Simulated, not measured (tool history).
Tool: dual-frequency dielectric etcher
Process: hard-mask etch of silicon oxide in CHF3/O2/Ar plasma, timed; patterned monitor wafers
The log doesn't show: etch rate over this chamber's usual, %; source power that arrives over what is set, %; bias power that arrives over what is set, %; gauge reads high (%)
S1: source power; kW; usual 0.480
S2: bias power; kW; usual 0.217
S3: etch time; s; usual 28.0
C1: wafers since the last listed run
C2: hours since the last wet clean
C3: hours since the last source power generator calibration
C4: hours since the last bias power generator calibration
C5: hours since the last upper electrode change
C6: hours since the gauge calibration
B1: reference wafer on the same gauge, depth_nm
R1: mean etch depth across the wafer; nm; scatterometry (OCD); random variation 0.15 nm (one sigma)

Run 1, hour 0.0: usual settings; C1 0; C2 88.9; C3 4476.3; C4 3085.6; C5 3895.2; C6 2156.6; B1 56.4. Result: R1 53.1 nm.
Run 2, hour 44.9: usual settings; C1 567; C2 133.8; C3 4521.2; C4 3130.5; C5 3940.1; C6 2201.5; B1 56.4. Result: R1 53.2 nm.
Run 3, hour 122.8: usual settings; C1 985; C2 211.7; C3 4599.1; C4 3208.4; C5 4018.0; C6 2279.4; B1 56.4. Result: R1 52.9 nm.
At hour 136.2: gauge calibrated.
Run 4, hour 170.5: usual settings but S1 0.440 kW; C1 603; C2 259.4; C3 4646.8; C4 3256.1; C5 4065.7; C6 34.3; B1 56.4. Result: R1 52.4 nm.
At hour 203.2: upper electrode replaced.
Run 5, hour 238.2: usual settings but S1 0.440 kW; C1 552; C2 327.1; C3 4714.5; C4 3323.8; C5 35.0; C6 102.0; B1 56.4. Result: R1 52.5 nm.
Run 6, hour 279.3: usual settings; C1 519; C2 368.2; C3 4755.6; C4 3364.9; C5 76.1; C6 143.1; B1 56.4. Result: R1 53.2 nm.
Run 7, hour 311.4: usual settings; C1 406; C2 400.3; C3 4787.7; C4 3397.0; C5 108.2; C6 175.2; B1 56.4. Result: R1 53.0 nm.
At hour 355.2: wet clean of the chamber.
At hour 370.9: source power generator calibrated.
Run 8, hour 517.4: usual settings but S1 0.520 kW, S2 0.243 kW, S3 25.0 s; C1 2251; C2 162.2; C3 146.5; C4 3603.0; C5 314.2; C6 381.2; B1 56.4. Result: R1 50.2 nm.
Run 9, hour 577.0: usual settings but S1 0.370 kW, S3 21.0 s; C1 753; C2 221.8; C3 206.1; C4 3662.6; C5 373.8; C6 440.8; B1 56.4. Result: R1 38.0 nm.
Run 10, hour 619.7: usual settings but S1 0.430 kW, S2 0.241 kW; C1 540; C2 264.5; C3 248.8; C4 3705.3; C5 416.5; C6 483.5; B1 56.4. Result: R1 54.3 nm.
At hour 644.5: bias power generator calibrated.
Run 11, hour 664.7: usual settings; C1 518; C2 309.5; C3 293.8; C4 20.2; C5 461.5; C6 528.5; B1 56.4. Result: R1 53.1 nm.
Run 12, hour 715.0: usual settings but S1 0.410 kW, S3 32.5 s; C1 636; C2 359.8; C3 344.1; C4 70.5; C5 511.8; C6 578.8; B1 56.4. Result: R1 59.8 nm.
Run 13, hour 764.2: usual settings; C1 622; C2 409.0; C3 393.3; C4 119.7; C5 561.0; C6 628.0; B1 56.4. Result: R1 53.2 nm.
At hour 823.7: wet clean of the chamber.
Run 14, hour 824.2: usual settings; C1 455; C2 0.5; C3 453.3; C4 179.7; C5 621.0; C6 688.0; B1 56.4. Result: R1 53.2 nm.
Run 15, hour 855.2: usual settings; C1 392; C2 31.5; C3 484.3; C4 210.7; C5 652.0; C6 719.0; B1 56.4. Result: R1 53.0 nm.
Run 16, hour 918.4: usual settings; C1 799; C2 94.7; C3 547.5; C4 273.9; C5 715.2; C6 782.2; B1 56.4. Result: R1 53.2 nm.
Run 17, hour 979.9: usual settings but S2 0.166 kW, S3 33.0 s; C1 777; C2 156.2; C3 609.0; C4 335.4; C5 776.7; C6 843.7; B1 56.4. Result: R1 57.3 nm.
Run 18, hour 1034.6: usual settings but S3 36.5 s; C1 691; C2 210.9; C3 663.7; C4 390.1; C5 831.4; C6 898.4; B1 56.4. Result: R1 69.3 nm.
Run 19, hour 1075.2: usual settings; C1 513; C2 251.5; C3 704.3; C4 430.7; C5 872.0; C6 939.0; B1 56.3. Result: R1 53.1 nm.
Run 20, hour 1139.0: usual settings; C1 807; C2 315.3; C3 768.1; C4 494.5; C5 935.8; C6 1002.8; B1 56.4. Result: R1 53.1 nm.
Run 21, hour 1179.6: usual settings but S1 0.440 kW, S2 0.271 kW, S3 20.0 s; C1 513; C2 355.9; C3 808.7; C4 535.1; C5 976.4; C6 1043.4; B1 56.4. Result: R1 40.3 nm.
Run 22, hour 1244.9: usual settings but S1 0.370 kW, S2 0.254 kW, S3 33.0 s; C1 825; C2 421.2; C3 874.0; C4 600.4; C5 1041.7; C6 1108.7; B1 56.4. Result: R1 63.1 nm.
At hour 1286.1: wet clean of the chamber.
Run 23, hour 1306.7: usual settings; C1 478; C2 20.6; C3 935.8; C4 662.2; C5 1103.5; C6 1170.5; B1 56.4. Result: R1 53.2 nm.
Run 24, hour 1340.2: usual settings but S1 0.570 kW, S2 0.176 kW; C1 423; C2 54.1; C3 969.3; C4 695.7; C5 1137.0; C6 1204.0; B1 56.4. Result: R1 51.2 nm.
Run 25, hour 1390.0: usual settings but S1 0.410 kW, S3 25.5 s; C1 629; C2 103.9; C3 1019.1; C4 745.5; C5 1186.8; C6 1253.8; B1 56.4. Result: R1 47.0 nm.
Run 26, hour 1426.1: usual settings but S3 34.5 s; C1 456; C2 140.0; C3 1055.2; C4 781.6; C5 1222.9; C6 1289.9; B1 56.4. Result: R1 65.8 nm.
Run 27, hour 1476.3: usual settings but S1 0.530 kW, S2 0.164 kW, S3 31.5 s; C1 634; C2 190.2; C3 1105.4; C4 831.8; C5 1273.1; C6 1340.1; B1 56.4. Result: R1 55.8 nm.
Run 28, hour 1505.3: usual settings but S1 0.560 kW, S3 23.5 s; C1 366; C2 219.2; C3 1134.4; C4 860.8; C5 1302.1; C6 1369.1; B1 56.4. Result: R1 46.0 nm.
Run 29, hour 1553.0: usual settings but S3 24.0 s; C1 603; C2 266.9; C3 1182.1; C4 908.5; C5 1349.8; C6 1416.8; B1 56.4. Result: R1 45.6 nm.

5 ways to go on from here, each from the tool as it stands after run 29. What would each give?
Run A, hour 1553.4: usual settings; C1 5; C2 267.3; C3 1182.5; C4 908.9; C5 1350.2; C6 1417.2; B1 ?. Result: R1 ?.
Run B, hour 1553.4: usual settings but S1 0.570 kW; C1 5; C2 267.3; C3 1182.5; C4 908.9; C5 1350.2; C6 1417.2; B1 ?. Result: R1 ?.
Run C, hour 1553.4: usual settings but S2 0.263 kW, S3 25.0 s; C1 5; C2 267.3; C3 1182.5; C4 908.9; C5 1350.2; C6 1417.2; B1 ?. Result: R1 ?.
Run D, hour 1553.4: usual settings but S1 0.540 kW, S3 34.5 s; C1 5; C2 267.3; C3 1182.5; C4 908.9; C5 1350.2; C6 1417.2; B1 ?. Result: R1 ?.
Run E, hour 1553.4: usual settings but S3 33.5 s; C1 5; C2 267.3; C3 1182.5; C4 908.9; C5 1350.2; C6 1417.2; B1 ?. Result: R1 ?.

run    B1    R1
  A  56.4  52.9
  B  56.4  54.8
  C  56.4  50.5
  D  56.4  66.7
  E  56.4  63.3
Without the tool's hidden state the same runs would have given:
run    R1
  A  52.9
  B  54.8
  C  50.5
  D  66.7
  E  63.3
